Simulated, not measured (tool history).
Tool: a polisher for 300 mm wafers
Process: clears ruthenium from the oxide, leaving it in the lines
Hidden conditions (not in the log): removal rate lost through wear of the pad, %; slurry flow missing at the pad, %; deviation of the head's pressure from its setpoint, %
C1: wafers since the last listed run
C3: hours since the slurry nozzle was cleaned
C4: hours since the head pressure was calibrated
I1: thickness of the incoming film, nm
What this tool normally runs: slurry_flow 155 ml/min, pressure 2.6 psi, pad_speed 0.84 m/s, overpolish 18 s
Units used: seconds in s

run 1 hour=0.0 | slurry_flow=155 pressure=2.6 pad_speed=0.84 overpolish=18 | C1=0 wafers_polished_on_this_pad=758 C3=518.4 C4=984.2 | I1=90.4 | seconds=93.4
run 2 hour=33.2 | slurry_flow=155 pressure=2.6 pad_speed=0.84 overpolish=18 | C1=285 wafers_polished_on_this_pad=1043 C3=551.6 C4=1017.4 | I1=89.5 | seconds=91.7
run 3 hour=51.5 | slurry_flow=155 pressure=2.6 pad_speed=0.84 overpolish=18 | C1=157 wafers_polished_on_this_pad=1200 C3=569.9 C4=1035.7 | I1=89.9 | seconds=90.4
run 4 hour=65.7 | slurry_flow=155 pressure=2.6 pad_speed=0.84 overpolish=18 | C1=121 wafers_polished_on_this_pad=1322 C3=584.1 C4=1049.9 | I1=89.1 | seconds=89.1
-- hour=82.7 worn pad replaced by a new one
run 5 hour=90.9 | slurry_flow=155 pressure=2.6 pad_speed=0.84 overpolish=18 | C1=182 wafers_polished_on_this_pad=70 C3=609.3 C4=1075.1 | I1=89.2 | seconds=91.0
run 6 hour=111.7 | slurry_flow=155 pressure=2.6 pad_speed=0.84 overpolish=18 | C1=178 wafers_polished_on_this_pad=248 C3=630.1 C4=1095.9 | I1=88.8 | seconds=91.6
run 7 hour=126.4 | slurry_flow=155 pressure=2.6 pad_speed=0.84 overpolish=18 | C1=126 wafers_polished_on_this_pad=375 C3=644.8 C4=1110.6 | I1=90.3 | seconds=93.3
run 8 hour=151.2 | slurry_flow=155 pressure=2.6 pad_speed=0.84 overpolish=18 | C1=213 wafers_polished_on_this_pad=588 C3=669.6 C4=1135.4 | I1=90.3 | seconds=94.1
run 9 hour=176.3 | slurry_flow=155 pressure=2.6 pad_speed=0.84 overpolish=18 | C1=215 wafers_polished_on_this_pad=803 C3=694.7 C4=1160.5 | I1=91.1 | seconds=93.6
run 10 hour=191.0 | slurry_flow=155 pressure=2.6 pad_speed=0.84 overpolish=18 | C1=126 wafers_polished_on_this_pad=929 C3=709.4 C4=1175.2 | I1=89.8 | seconds=91.3
-- hour=219.3 worn pad replaced by a new one
run 11 hour=220.5 | slurry_flow=155 pressure=2.6 pad_speed=0.84 overpolish=18 | C1=219 wafers_polished_on_this_pad=10 C3=738.9 C4=1204.7 | I1=89.0 | seconds=91.5
run 12 hour=237.6 | slurry_flow=140 pressure=2.6 pad_speed=1.04 overpolish=18 | C1=146 wafers_polished_on_this_pad=157 C3=756.0 C4=1221.8 | I1=90.6 | seconds=77.2
run 13 hour=264.9 | slurry_flow=140 pressure=2.6 pad_speed=1.04 overpolish=18 | C1=234 wafers_polished_on_this_pad=392 C3=783.3 C4=1249.1 | I1=89.8 | seconds=74.2
-- hour=303.9 slurry nozzle cleaned
-- hour=365.1 head pressure recalibrated
run 14 hour=365.6 | slurry_flow=155 pressure=2.6 pad_speed=0.84 overpolish=11 | C1=839 wafers_polished_on_this_pad=1231 C3=61.7 C4=0.5 | I1=90.2 | seconds=79.3
run 15 hour=392.7 | slurry_flow=125 pressure=3.4 pad_speed=0.84 overpolish=26 | C1=232 wafers_polished_on_this_pad=1464 C3=88.8 C4=27.6 | I1=91.1 | seconds=62.4
-- hour=399.2 worn pad replaced by a new one
run 16 hour=421.9 | slurry_flow=155 pressure=2.6 pad_speed=0.84 overpolish=18 | C1=216 wafers_polished_on_this_pad=195 C3=118.0 C4=56.8 | I1=90.0 | seconds=81.9
run 17 hour=440.4 | slurry_flow=155 pressure=2.6 pad_speed=0.84 overpolish=18 | C1=158 wafers_polished_on_this_pad=354 C3=136.5 C4=75.3 | I1=90.5 | seconds=81.0
run 18 hour=453.6 | slurry_flow=155 pressure=2.6 pad_speed=0.62 overpolish=9 | C1=113 wafers_polished_on_this_pad=467 C3=149.7 C4=88.5 | I1=90.6 | seconds=110.8
run 19 hour=480.2 | slurry_flow=155 pressure=3.4 pad_speed=0.98 overpolish=12 | C1=228 wafers_polished_on_this_pad=696 C3=176.3 C4=115.1 | I1=90.2 | seconds=53.7
run 20 hour=515.2 | slurry_flow=110 pressure=3.3 pad_speed=1.12 overpolish=7 | C1=300 wafers_polished_on_this_pad=996 C3=211.3 C4=150.1 | I1=90.4 | seconds=51.1
run 21 hour=543.6 | slurry_flow=200 pressure=3.2 pad_speed=0.84 overpolish=8 | C1=243 wafers_polished_on_this_pad=1240 C3=239.7 C4=178.5 | I1=89.9 | seconds=65.7
-- hour=556.3 worn pad replaced by a new one
run 22 hour=573.8 | slurry_flow=135 pressure=3.3 pad_speed=0.84 overpolish=18 | C1=225 wafers_polished_on_this_pad=150 C3=269.9 C4=208.7 | I1=90.2 | seconds=68.1
run 23 hour=652.3 | slurry_flow=155 pressure=2.6 pad_speed=0.84 overpolish=8 | C1=674 wafers_polished_on_this_pad=824 C3=348.4 C4=287.2 | I1=91.7 | seconds=89.0
run 24 hour=686.4 | slurry_flow=120 pressure=2.6 pad_speed=0.58 overpolish=18 | C1=292 wafers_polished_on_this_pad=1117 C3=382.5 C4=321.3 | I1=88.7 | seconds=129.9
run 25 hour=703.0 | slurry_flow=155 pressure=2.6 pad_speed=0.84 overpolish=18 | C1=142 wafers_polished_on_this_pad=1259 C3=399.1 C4=337.9 | I1=90.3 | seconds=86.7
run 26 hour=716.8 | slurry_flow=155 pressure=2.6 pad_speed=0.84 overpolish=18 | C1=118 wafers_polished_on_this_pad=1378 C3=412.9 C4=351.7 | I1=89.8 | seconds=87.2
-- hour=731.0 worn pad replaced by a new one
run 27 hour=748.7 | slurry_flow=125 pressure=2.6 pad_speed=0.84 overpolish=28 | C1=239 wafers_polished_on_this_pad=152 C3=444.8 C4=383.6 | I1=88.0 | seconds=87.9
run 28 hour=765.6 | slurry_flow=115 pressure=2.6 pad_speed=0.84 overpolish=18 | C1=145 wafers_polished_on_this_pad=297 C3=461.7 C4=400.5 | I1=90.4 | seconds=93.7
run 29 hour=789.1 | slurry_flow=205 pressure=2.0 pad_speed=1.04 overpolish=14 | C1=201 wafers_polished_on_this_pad=499 C3=485.2 C4=424.0 | I1=89.9 | seconds=91.8

3 ways to go on from here, each from the tool as it stands after run 29. What would each give?
run A hour=789.5 | slurry_flow=155 pressure=3.2 pad_speed=0.84 overpolish=18 | C1=3 wafers_polished_on_this_pad=502 C3=485.6 C4=424.4 | I1=89.2 | seconds=?
run B hour=789.5 | slurry_flow=155 pressure=2.3 pad_speed=0.84 overpolish=18 | C1=3 wafers_polished_on_this_pad=502 C3=485.6 C4=424.4 | I1=89.2 | seconds=?
run C hour=789.5 | slurry_flow=155 pressure=3.4 pad_speed=0.84 overpolish=11 | C1=3 wafers_polished_on_this_pad=502 C3=485.6 C4=424.4 | I1=89.2 | seconds=?

run=A seconds=70.5
run=B seconds=98.1
run=C seconds=66.3
Take away the tool's hidden state, keep each run's random variation, and the runs would have read:
run=A seconds=62.7
run=B seconds=87.2
run=C seconds=59.0

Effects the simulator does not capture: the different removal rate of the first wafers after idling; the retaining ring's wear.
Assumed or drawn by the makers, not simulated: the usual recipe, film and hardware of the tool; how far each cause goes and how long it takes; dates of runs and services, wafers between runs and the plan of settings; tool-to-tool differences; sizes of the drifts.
